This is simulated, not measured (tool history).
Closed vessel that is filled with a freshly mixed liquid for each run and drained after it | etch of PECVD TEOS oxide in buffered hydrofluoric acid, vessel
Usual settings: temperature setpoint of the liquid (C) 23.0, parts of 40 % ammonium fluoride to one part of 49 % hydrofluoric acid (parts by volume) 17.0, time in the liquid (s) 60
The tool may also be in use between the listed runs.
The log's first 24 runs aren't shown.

run	hour	temperature setpoint of the liquid (C)	parts of 40 % ammonium fluoride to one part of 49 % hydrofluoric acid (parts by volume)	time in the liquid (s)	read-back film thickness of the PECVD TEOS oxide reference wafer, read on the same gauge (nm)	thickness taken off the PECVD TEOS oxide on a monitor wafer (angstrom)
25	676.0	20.5	17.0	30	70.01	308.0
26	702.8	27.5	17.0	90	70.00	1347.0
27	718.8	26.0	20.5	85	70.00	983.6
28	752.3	21.0	17.0	85	70.00	891.3
29	784.8	23.0	17.0	45	70.01	531.0
30	817.9	27.5	17.0	45	69.99	681.6
31	833.0	23.0	17.0	60	70.00	708.6
32	865.7	18.5	17.0	70	70.00	649.2

Forecast each of these 5 alternatives for the next run:
A	866.4	23.0	17.0	60	?	?
B	866.4	19.0	17.0	60	?	?
C	866.4	19.0	11.0	60	?	?
D	866.4	23.0	17.0	85	?	?
E	866.4	18.5	21.5	60	?	?

run	read-back film thickness of the PECVD TEOS oxide reference wafer, read on the same gauge (nm)	thickness taken off the PECVD TEOS oxide on a monitor wafer (angstrom)
A	70.01	719.5
B	70.01	576.3
C	70.01	883.2
D	70.01	1019.4
E	70.01	449.9
Without the tool's hidden state the same runs would have given:
run	thickness taken off the PECVD TEOS oxide on a monitor wafer (angstrom)
A	674.1
B	539.4
C	826.9
D	955.0
E	424.8
